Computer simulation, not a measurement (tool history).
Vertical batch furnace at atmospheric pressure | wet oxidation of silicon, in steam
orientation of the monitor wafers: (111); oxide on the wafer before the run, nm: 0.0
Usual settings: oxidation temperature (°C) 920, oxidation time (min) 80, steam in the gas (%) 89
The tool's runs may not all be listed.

run     day  oxidation temperature (°C)  oxidation time (min)  steam in the gas (%)  wafers since the last listed run  hours since the last temperature calibration  hours since the steam generator was serviced  hours since the gauge calibration  read-back reference wafer on the same gauge, thickness  oxide thickness on the monitor wafer (angstrom)
  1       0                         928                    93                    89                                 0                                        2407.5                                        1660.8                               50.7                                                  394.11                                           3889.1
  2   2.317                         928                    93                    89                               431                                        2463.1                                        1716.4                              106.3                                                  394.11                                           3899.5
  3   4.038                         928                    93                    89                               320                                        2504.4                                        1757.7                              147.6                                                  393.87                                           3877.5
  4   5.638                         920                    80                    85                               297                                        2542.8                                        1796.1                                186                                                  393.63                                           3155.7
  5   7.142                         920                    80                    85                               279                                        2578.9                                        1832.2                              222.1                                                  393.82                                           3156.8
  6  11.142                         920                    80                    89                               744                                        2674.9                                        1928.2                              318.1                                                  393.78                                           3274.8
  7  12.725                         920                    80                    89                               294                                        2712.9                                        1966.2                              356.1                                                  393.79                                             3269
  8  14.733                         920                    80                    89                               373                                        2761.1                                        2014.4                              404.3                                                  394.36                                           3264.6
  9  17.117                         920                    80                    89                               443                                        2818.3                                        2071.6                              461.5                                                  394.04                                           3269.2
     19.096  -- steam generator serviced
     20.096  -- thermocouples replaced and temperature profile calibrated
 10  20.117                         911                   102                    89                               186                                           0.5                                          24.5                              533.5                                                  394.04                                           3729.6
 11  20.438                         909                  92.5                    80                                59                                           8.2                                          32.2                              541.2                                                  393.96                                           3147.6
     21.662  -- gauge calibrated
 12  22.488                         920                  52.5                    85                               381                                          57.4                                          81.4                               19.8                                                  393.75                                             2356
 13  25.975                         934                  65.5                    81                               648                                         141.1                                         165.1                              103.5                                                  394.06                                           3042.2
 14  29.488                         920                 103.5                    97                               653                                         225.4                                         249.4                              187.8                                                  394.01                                           4273.2
 15    31.1                         920                    80                    89                               300                                         264.1                                         288.1                              226.5                                                  393.73                                           3328.9
 16  34.554                         920                  67.5                    89                               642                                           347                                           371                              309.4                                                   393.8                                           2932.5
 17  38.792                         920                    80                    89                               788                                         448.7                                         472.7                              411.1                                                  394.25                                           3317.4
 18  43.058                         927                  46.5                    89                               793                                         551.1                                         575.1                              513.5                                                  393.77                                           2334.4
 19  47.021                         920                    80                    85                               737                                         646.2                                         670.2                              608.6                                                  393.82                                             3184

3 ways to go on from here, each from the tool as it stands after run 19. What would each give?
  A  47.275                         920                    80                    89                                47                                         652.3                                         676.3                              614.7                                                       ?                                                ?
  B  47.275                         913                  48.5                    94                                47                                         652.3                                         676.3                              614.7                                                       ?                                                ?
  C  47.275                         901                   106                    78                                47                                         652.3                                         676.3                              614.7                                                       ?                                                ?

run  read-back reference wafer on the same gauge, thickness  oxide thickness on the monitor wafer (angstrom)
  A                                                  393.71                                           3298.3
  B                                                  393.71                                           2192.6
  C                                                  393.71                                           3082.8
Without the tool's hidden state the same runs would have given:
run  oxide thickness on the monitor wafer (angstrom)
  A                                           3391.6
  B                                           2259.6
  C                                           3173.7

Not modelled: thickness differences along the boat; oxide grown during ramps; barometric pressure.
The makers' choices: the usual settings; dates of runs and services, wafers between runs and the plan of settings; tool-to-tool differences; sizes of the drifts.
